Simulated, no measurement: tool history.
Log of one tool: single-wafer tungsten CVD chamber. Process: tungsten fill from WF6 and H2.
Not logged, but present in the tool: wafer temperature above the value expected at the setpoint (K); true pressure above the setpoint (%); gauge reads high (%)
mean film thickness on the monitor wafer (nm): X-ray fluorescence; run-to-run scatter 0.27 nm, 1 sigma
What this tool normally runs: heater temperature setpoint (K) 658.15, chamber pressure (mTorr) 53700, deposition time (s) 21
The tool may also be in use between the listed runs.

run	hour	heater temperature setpoint (K)	chamber pressure (mTorr)	deposition time (s)	wafers since the last listed run	hours since the last thermocouple change	hours since the last manometer calibration	hours since the showerhead was replaced	hours since the gauge calibration	read-back reference wafer on the same gauge, thickness_nm	mean film thickness on the monitor wafer (nm)
1	0	658.15	53700	21	0	1869.3	1513.4	5698.2	1078.5	52.784	57.583
2	45.7	658.15	53700	21	1706	1915	1559.1	5743.9	1124.2	52.867	57.241
3	71.2	658.15	53700	21	952	1940.5	1584.6	5769.4	1149.7	52.789	57.776
4	137.9	664.15	53700	24.3	2490	2007.2	1651.3	5836.1	1216.4	52.82	74.717
5	183.1	658.15	53700	19.7	1687	2052.4	1696.5	5881.3	1261.6	52.813	54.186
6	221.3	658.15	53700	19.7	1426	2090.6	1734.7	5919.5	1299.8	52.752	53.985
7	258.2	658.15	53700	19.7	1377	2127.5	1771.6	5956.4	1336.7	52.825	53.745
8	283.1	658.15	53700	21	929	2152.4	1796.5	5981.3	1361.6	52.84	57.523
9	379.1	658.15	53700	21	3584	2248.4	1892.5	6077.3	1457.6	52.745	57.285
10	417.4	658.15	53700	21	1430	2286.7	1930.8	6115.6	1495.9	52.872	57.254
11	477.8	658.15	53700	21	2255	2347.1	1991.2	6176	1556.3	52.781	57.195
12	548.1	658.15	53700	21	2624	2417.4	2061.5	6246.3	1626.6	52.86	57.645
13	618.6	658.15	53700	20.1	2632	2487.9	2132	6316.8	1697.1	52.876	55.119
# hour 645.8: gauge calibrated
# hour 762.5: thermocouple changed; heater temperature recalibrated
14	789	658.15	49600	22.7	6063	26.5	2302.4	6487.2	143.2	52.824	60.497
# hour 816.4: showerhead replaced
15	832.5	653.15	53700	21	1325	70	2345.9	16.1	186.7	52.781	52.104
16	861	658.15	53700	21	1064	98.5	2374.4	44.6	215.2	52.744	56.988
17	891.1	658.15	43600	21	1123	128.6	2404.5	74.7	245.3	52.739	52.819
18	982.3	658.15	53700	21	3405	219.8	2495.7	165.9	336.5	52.723	57.298
# hour 1010: capacitance manometer re-zeroed and calibrated
19	1016.2	669.15	65200	21	967	253.7	6.2	199.8	370.4	52.785	74.35
20	1048.9	665.15	53700	21	1220	286.4	38.9	232.5	403.1	52.827	63.706
21	1082.1	673.15	50000	21	1239	319.6	72.1	265.7	436.3	52.795	71.534
22	1116.8	653.15	44300	17.6	1295	354.3	106.8	300.4	471	52.896	39.378
23	1164.3	658.15	59400	21	1773	401.8	154.3	347.9	518.5	52.787	58.726
24	1213.7	658.15	53700	20.1	1844	451.2	203.7	397.3	567.9	52.777	53.672
25	1272.8	658.15	53700	21	2206	510.3	262.8	456.4	627	52.792	55.897
26	1307.2	658.15	66200	21	1284	544.7	297.2	490.8	661.4	52.798	61.528
27	1333	658.15	53700	21	963	570.5	323	516.6	687.2	52.798	56.072
28	1374.3	658.15	53700	24.4	1542	611.8	364.3	557.9	728.5	52.803	65.785
29	1438.6	670.15	53700	19.4	2400	676.1	428.6	622.2	792.8	52.765	64.87

Branching from run 29: 3 alternative next runs. What would each branch give?
A	1439	662.15	53700	21	14	676.5	429	622.6	793.2	?	?
B	1439	665.15	48800	19.5	14	676.5	429	622.6	793.2	?	?
C	1439	658.15	53700	19.1	14	676.5	429	622.6	793.2	?	?

run	read-back reference wafer on the same gauge, thickness_nm	mean film thickness on the monitor wafer (nm)
A	52.847	60.5
B	52.847	56.982
C	52.847	51.001
With no hidden state in the tool, these same runs would have given:
run	mean film thickness on the monitor wafer (nm)
A	59.683
B	56.191
C	50.312
